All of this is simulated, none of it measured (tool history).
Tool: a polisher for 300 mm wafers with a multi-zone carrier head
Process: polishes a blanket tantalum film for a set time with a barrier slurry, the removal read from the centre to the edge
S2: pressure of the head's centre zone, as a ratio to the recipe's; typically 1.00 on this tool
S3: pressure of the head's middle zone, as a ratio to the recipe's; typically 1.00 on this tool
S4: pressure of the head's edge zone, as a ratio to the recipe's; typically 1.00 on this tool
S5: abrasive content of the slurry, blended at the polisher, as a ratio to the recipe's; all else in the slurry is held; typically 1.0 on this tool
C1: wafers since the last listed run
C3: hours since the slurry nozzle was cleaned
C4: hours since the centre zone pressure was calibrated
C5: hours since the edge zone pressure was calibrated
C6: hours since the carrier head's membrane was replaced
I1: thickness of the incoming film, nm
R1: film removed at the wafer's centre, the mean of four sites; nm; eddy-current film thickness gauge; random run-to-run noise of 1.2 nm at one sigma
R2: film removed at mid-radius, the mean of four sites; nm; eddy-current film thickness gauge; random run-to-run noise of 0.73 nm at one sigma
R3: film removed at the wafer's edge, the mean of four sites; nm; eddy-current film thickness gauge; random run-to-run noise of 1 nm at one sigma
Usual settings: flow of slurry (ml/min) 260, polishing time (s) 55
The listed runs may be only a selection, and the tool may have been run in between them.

Run 1, hour 0.0: usual settings but polishing time (s) 69; C1 0; wafers polished on this pad 416; C3 312.8; C4 793.5; C5 708.4; C6 1634.9; I1 278.0. Result: R1 109.8 nm, R2 112.7 nm, R3 112.5 nm.
Run 2, hour 8.8: usual settings but polishing time (s) 69; C1 78; wafers polished on this pad 494; C3 321.6; C4 802.3; C5 717.2; C6 1643.7; I1 283.9. Result: R1 108.0 nm, R2 108.5 nm, R3 107.8 nm.
At hour 27.0: worn pad replaced by a new one.
Run 3, hour 27.5: usual settings; C1 130; wafers polished on this pad 4; C3 340.3; C4 821.0; C5 735.9; C6 1662.4; I1 285.0. Result: R1 92.6 nm, R2 94.7 nm, R3 95.3 nm.
Run 4, hour 38.2: usual settings but polishing time (s) 46; C1 94; wafers polished on this pad 99; C3 351.0; C4 831.7; C5 746.6; C6 1673.1; I1 278.6. Result: R1 76.3 nm, R2 77.8 nm, R3 80.1 nm.
Run 5, hour 49.3: usual settings; C1 98; wafers polished on this pad 197; C3 362.1; C4 842.8; C5 757.7; C6 1684.2; I1 277.2. Result: R1 90.5 nm, R2 91.6 nm, R3 93.7 nm.
Run 6, hour 66.0: usual settings; C1 148; wafers polished on this pad 346; C3 378.8; C4 859.5; C5 774.4; C6 1700.9; I1 282.0. Result: R1 87.6 nm, R2 89.7 nm, R3 91.4 nm.
Run 7, hour 73.4: usual settings; C1 65; wafers polished on this pad 411; C3 386.2; C4 866.9; C5 781.8; C6 1708.3; I1 276.6. Result: R1 87.4 nm, R2 88.9 nm, R3 89.6 nm.
Run 8, hour 79.7: usual settings; C1 55; wafers polished on this pad 467; C3 392.5; C4 873.2; C5 788.1; C6 1714.6; I1 282.3. Result: R1 85.2 nm, R2 86.0 nm, R3 87.8 nm.
At hour 90.1: worn pad replaced by a new one.
At hour 102.9: carrier head's membrane replaced by a new one.
At hour 103.9: slurry nozzle cleaned.
Run 9, hour 123.3: usual settings; C1 298; wafers polished on this pad 241; C3 19.4; C4 916.8; C5 831.7; C6 20.4; I1 282.7. Result: R1 95.2 nm, R2 97.6 nm, R3 95.9 nm.
Run 10, hour 136.3: usual settings but S2 1.07; C1 115; wafers polished on this pad 356; C3 32.4; C4 929.8; C5 844.7; C6 33.4; I1 280.1. Result: R1 98.8 nm, R2 94.3 nm, R3 92.6 nm.
Run 11, hour 146.6: usual settings but S2 1.04, polishing time (s) 71; C1 91; wafers polished on this pad 448; C3 42.7; C4 940.1; C5 855.0; C6 43.7; I1 277.0. Result: R1 121.3 nm, R2 116.8 nm, R3 116.5 nm.
Run 12, hour 153.9: usual settings but S2 1.07, S3 1.07; C1 64; wafers polished on this pad 513; C3 50.0; C4 947.4; C5 862.3; C6 51.0; I1 280.6. Result: R1 93.4 nm, R2 93.7 nm, R3 88.9 nm.
At hour 167.1: edge zone pressure recalibrated.
At hour 167.5: worn pad replaced by a new one.
Run 13, hour 171.9: usual settings; C1 138; wafers polished on this pad 38; C3 68.0; C4 965.4; C5 4.8; C6 69.0; I1 280.0. Result: R1 97.6 nm, R2 99.7 nm, R3 97.6 nm.
At hour 182.1: centre zone pressure recalibrated.
Run 14, hour 182.6: usual settings but S5 1.1; C1 77; wafers polished on this pad 115; C3 78.7; C4 0.5; C5 15.5; C6 79.7; I1 280.6. Result: R1 101.1 nm, R2 103.4 nm, R3 102.7 nm.
Run 15, hour 196.3: usual settings; C1 121; wafers polished on this pad 237; C3 92.4; C4 14.2; C5 29.2; C6 93.4; I1 280.0. Result: R1 97.6 nm, R2 97.6 nm, R3 96.8 nm.
Run 16, hour 205.6: usual settings but S2 1.07, S4 0.90, S5 0.8, polishing time (s) 64; C1 82; wafers polished on this pad 320; C3 101.7; C4 23.5; C5 38.5; C6 102.7; I1 282.2. Result: R1 107.6 nm, R2 100.3 nm, R3 94.3 nm.
Run 17, hour 217.0: usual settings but flow of slurry (ml/min) 190, S2 1.07, S3 1.04, S4 1.05; C1 101; wafers polished on this pad 421; C3 113.1; C4 34.9; C5 49.9; C6 114.1; I1 280.3. Result: R1 95.5 nm, R2 92.9 nm, R3 92.3 nm.
Run 18, hour 226.7: usual settings but S2 1.07, S4 0.90, S5 0.8, polishing time (s) 64; C1 86; wafers polished on this pad 507; C3 122.8; C4 44.6; C5 59.6; C6 123.8; I1 280.0. Result: R1 100.0 nm, R2 94.3 nm, R3 90.3 nm.
At hour 243.9: worn pad replaced by a new one.
Run 19, hour 244.4: usual settings but S3 0.93, S5 1.1; C1 121; wafers polished on this pad 4; C3 140.5; C4 62.3; C5 77.3; C6 141.5; I1 283.5. Result: R1 98.6 nm, R2 96.6 nm, R3 102.2 nm.
Run 20, hour 254.5: usual settings; C1 89; wafers polished on this pad 94; C3 150.6; C4 72.4; C5 87.4; C6 151.6; I1 282.6. Result: R1 96.3 nm, R2 96.5 nm, R3 98.2 nm.
Run 21, hour 271.9: usual settings but S3 0.92, S4 0.96; C1 154; wafers polished on this pad 248; C3 168.0; C4 89.8; C5 104.8; C6 169.0; I1 280.8. Result: R1 95.7 nm, R2 87.4 nm, R3 93.0 nm.
Run 22, hour 278.2: usual settings but S2 1.06, S4 1.07; C1 55; wafers polished on this pad 304; C3 174.3; C4 96.1; C5 111.1; C6 175.3; I1 278.4. Result: R1 98.3 nm, R2 94.0 nm, R3 97.0 nm.

The logged runs with the hidden state left out (each run's random variation unchanged):
Hidden state present: removal rate lost through wear of the pad, %; slurry flow missing at the pad, %; deviation of the centre zone's pressure from its setpoint, %; deviation of the edge zone's pressure from its setpoint, %.
run     R1     R2     R3
  1  125.9  128.2  126.0
  2  127.0  126.6  123.8
  3  100.7  102.2  100.9
  4   83.5   84.4   85.3
  5  100.3  100.6  100.9
  6  100.1  101.6  101.3
  7  101.8  102.5  101.0
  8  101.0  101.0  100.7
  9  100.2  102.7  100.7
 10  106.9  101.9  100.0
 11  135.0  129.9  129.3
 12  106.5  106.8  101.1
 13   98.9  101.0   98.6
 14  103.2  105.3  104.3
 15  101.2  101.0   99.9
 16  113.4  105.5   98.9
 17  104.1  101.0   99.7
 18  111.3  104.8   99.8
 19  102.4  100.1  105.4
 20  100.5  100.5  101.7
 21  101.9   92.7   98.1
 22  105.8  100.8  103.3

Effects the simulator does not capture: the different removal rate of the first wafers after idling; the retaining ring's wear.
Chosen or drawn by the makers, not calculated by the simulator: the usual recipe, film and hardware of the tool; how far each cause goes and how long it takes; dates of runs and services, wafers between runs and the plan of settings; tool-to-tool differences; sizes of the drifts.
